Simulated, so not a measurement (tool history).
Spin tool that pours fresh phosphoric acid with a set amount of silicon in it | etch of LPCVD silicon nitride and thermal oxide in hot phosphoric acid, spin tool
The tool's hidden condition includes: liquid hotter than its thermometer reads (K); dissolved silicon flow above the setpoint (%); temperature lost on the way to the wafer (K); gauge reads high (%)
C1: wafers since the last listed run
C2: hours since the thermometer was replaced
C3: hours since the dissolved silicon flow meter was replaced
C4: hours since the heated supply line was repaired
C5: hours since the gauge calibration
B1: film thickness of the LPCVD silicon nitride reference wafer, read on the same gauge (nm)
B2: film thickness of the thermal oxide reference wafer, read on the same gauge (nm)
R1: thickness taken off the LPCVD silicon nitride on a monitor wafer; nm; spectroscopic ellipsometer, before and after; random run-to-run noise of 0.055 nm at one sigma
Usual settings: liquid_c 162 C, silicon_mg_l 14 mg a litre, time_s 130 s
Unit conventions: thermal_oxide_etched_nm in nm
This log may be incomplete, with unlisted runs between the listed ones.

run 1 hour=0 | liquid_c=159.5 silicon_mg_l=14 time_s=100 | C1=0 C2=1175.2 C3=745 C4=4.4 C5=1251.7 | B1=150 B2=109.993 | R1=7.44 thermal_oxide_etched_nm=0.164
-- hour=11.2 thermometer replaced
run 2 hour=46.2 | liquid_c=159.5 silicon_mg_l=14 time_s=100 | C1=253 C2=35 C3=791.2 C4=50.6 C5=1297.9 | B1=149.99 B2=110.007 | R1=7.33 thermal_oxide_etched_nm=0.214
run 3 hour=115 | liquid_c=164 silicon_mg_l=14 time_s=130 | C1=385 C2=103.8 C3=860 C4=119.4 C5=1366.7 | B1=150 B2=109.993 | R1=11.05 thermal_oxide_etched_nm=0.322
run 4 hour=147.7 | liquid_c=164 silicon_mg_l=14 time_s=130 | C1=183 C2=136.5 C3=892.7 C4=152.1 C5=1399.4 | B1=149.99 B2=109.996 | R1=11.11 thermal_oxide_etched_nm=0.407
run 5 hour=199.3 | liquid_c=159.5 silicon_mg_l=6.5 time_s=105 | C1=289 C2=188.1 C3=944.3 C4=203.7 C5=1451 | B1=149.99 B2=110.012 | R1=7.66 thermal_oxide_etched_nm=0.248
run 6 hour=227 | liquid_c=159.5 silicon_mg_l=14 time_s=100 | C1=155 C2=215.8 C3=972 C4=231.4 C5=1478.7 | B1=150.05 B2=110.008 | R1=7.32 thermal_oxide_etched_nm=0.2
run 7 hour=275.2 | liquid_c=159.5 silicon_mg_l=8.5 time_s=65 | C1=270 C2=264 C3=1020.2 C4=279.6 C5=1526.9 | B1=149.97 B2=109.995 | R1=4.77 thermal_oxide_etched_nm=0.146
run 8 hour=310.1 | liquid_c=162 silicon_mg_l=9 time_s=155 | C1=195 C2=298.9 C3=1055.1 C4=314.5 C5=1561.8 | B1=150 B2=109.991 | R1=12.19 thermal_oxide_etched_nm=0.468
-- hour=335.8 gauge calibrated
run 9 hour=347.8 | liquid_c=162 silicon_mg_l=9 time_s=155 | C1=211 C2=336.6 C3=1092.8 C4=352.2 C5=12 | B1=150.03 B2=110.005 | R1=12.28 thermal_oxide_etched_nm=0.461
run 10 hour=417.9 | liquid_c=163 silicon_mg_l=23.5 time_s=65 | C1=393 C2=406.7 C3=1162.9 C4=422.3 C5=82.1 | B1=150 B2=109.989 | R1=5.32 thermal_oxide_etched_nm=0.125
run 11 hour=470.9 | liquid_c=162 silicon_mg_l=8.5 time_s=130 | C1=297 C2=459.7 C3=1215.9 C4=475.3 C5=135.1 | B1=150.02 B2=110.01 | R1=10.28 thermal_oxide_etched_nm=0.351
-- hour=511.6 dissolved silicon flow meter replaced
run 12 hour=516.3 | liquid_c=162 silicon_mg_l=14 time_s=130 | C1=248 C2=505.1 C3=4.7 C4=520.7 C5=180.5 | B1=149.99 B2=110.014 | R1=10.34 thermal_oxide_etched_nm=0.289
run 13 hour=581.5 | liquid_c=161 silicon_mg_l=7.5 time_s=60 | C1=365 C2=570.3 C3=69.9 C4=585.9 C5=245.7 | B1=150.03 B2=110 | R1=4.55 thermal_oxide_etched_nm=0.167
run 14 hour=646.6 | liquid_c=162 silicon_mg_l=23.5 time_s=90 | C1=365 C2=635.4 C3=135 C4=651 C5=310.8 | B1=150 B2=109.996 | R1=7.1 thermal_oxide_etched_nm=0.157
run 15 hour=701.9 | liquid_c=162 silicon_mg_l=14 time_s=70 | C1=310 C2=690.7 C3=190.3 C4=706.3 C5=366.1 | B1=150.01 B2=109.993 | R1=5.47 thermal_oxide_etched_nm=0.161
run 16 hour=729.3 | liquid_c=162 silicon_mg_l=14 time_s=130 | C1=153 C2=718.1 C3=217.7 C4=733.7 C5=393.5 | B1=150.05 B2=110.024 | R1=10.31 thermal_oxide_etched_nm=0.302
run 17 hour=793.9 | liquid_c=162 silicon_mg_l=9.5 time_s=170 | C1=362 C2=782.7 C3=282.3 C4=798.3 C5=458.1 | B1=149.99 B2=109.991 | R1=13.34 thermal_oxide_etched_nm=0.449
run 18 hour=858.8 | liquid_c=162 silicon_mg_l=20.5 time_s=190 | C1=363 C2=847.6 C3=347.2 C4=863.2 C5=523 | B1=149.96 B2=109.997 | R1=14.87 thermal_oxide_etched_nm=0.356
run 19 hour=923.3 | liquid_c=162 silicon_mg_l=14 time_s=130 | C1=361 C2=912.1 C3=411.7 C4=927.7 C5=587.5 | B1=150.03 B2=110 | R1=10.19 thermal_oxide_etched_nm=0.357
run 20 hour=1075.9 | liquid_c=164 silicon_mg_l=5 time_s=180 | C1=855 C2=1064.7 C3=564.3 C4=1080.3 C5=740.1 | B1=150.06 B2=110.01 | R1=15.11 thermal_oxide_etched_nm=0.599
run 21 hour=1119.5 | liquid_c=161 silicon_mg_l=11 time_s=130 | C1=244 C2=1108.3 C3=607.9 C4=1123.9 C5=783.7 | B1=149.99 B2=110.005 | R1=9.86 thermal_oxide_etched_nm=0.266
run 22 hour=1173.9 | liquid_c=163.5 silicon_mg_l=4.5 time_s=130 | C1=305 C2=1162.7 C3=662.3 C4=1178.3 C5=838.1 | B1=150.02 B2=110.013 | R1=10.66 thermal_oxide_etched_nm=0.417

Alternative continuations, all from the tool just after run 22; predict every row:
run A hour=1174.4 | liquid_c=162 silicon_mg_l=8 time_s=130 | C1=2 C2=1163.2 C3=662.8 C4=1178.8 C5=838.6 | B1=? B2=? | R1=? thermal_oxide_etched_nm=?
run B hour=1174.4 | liquid_c=164.5 silicon_mg_l=8 time_s=130 | C1=2 C2=1163.2 C3=662.8 C4=1178.8 C5=838.6 | B1=? B2=? | R1=? thermal_oxide_etched_nm=?
run C hour=1174.4 | liquid_c=163.5 silicon_mg_l=18 time_s=170 | C1=2 C2=1163.2 C3=662.8 C4=1178.8 C5=838.6 | B1=? B2=? | R1=? thermal_oxide_etched_nm=?
run D hour=1174.4 | liquid_c=165 silicon_mg_l=14 time_s=160 | C1=2 C2=1163.2 C3=662.8 C4=1178.8 C5=838.6 | B1=? B2=? | R1=? thermal_oxide_etched_nm=?

run=A B1=150.04 B2=109.972 R1=10.22 thermal_oxide_etched_nm=0.36
run=B B1=150.04 B2=109.972 R1=11.11 thermal_oxide_etched_nm=0.432
run=C B1=150.04 B2=109.972 R1=14.05 thermal_oxide_etched_nm=0.414
run=D B1=150.04 B2=109.972 R1=13.9 thermal_oxide_etched_nm=0.481
Without the tool's hidden state the same runs would have given:
run=A R1=10.38 thermal_oxide_etched_nm=0.372
run=B R1=11.28 thermal_oxide_etched_nm=0.447
run=C R1=14.27 thermal_oxide_etched_nm=0.428
run=D R1=14.11 thermal_oxide_etched_nm=0.498
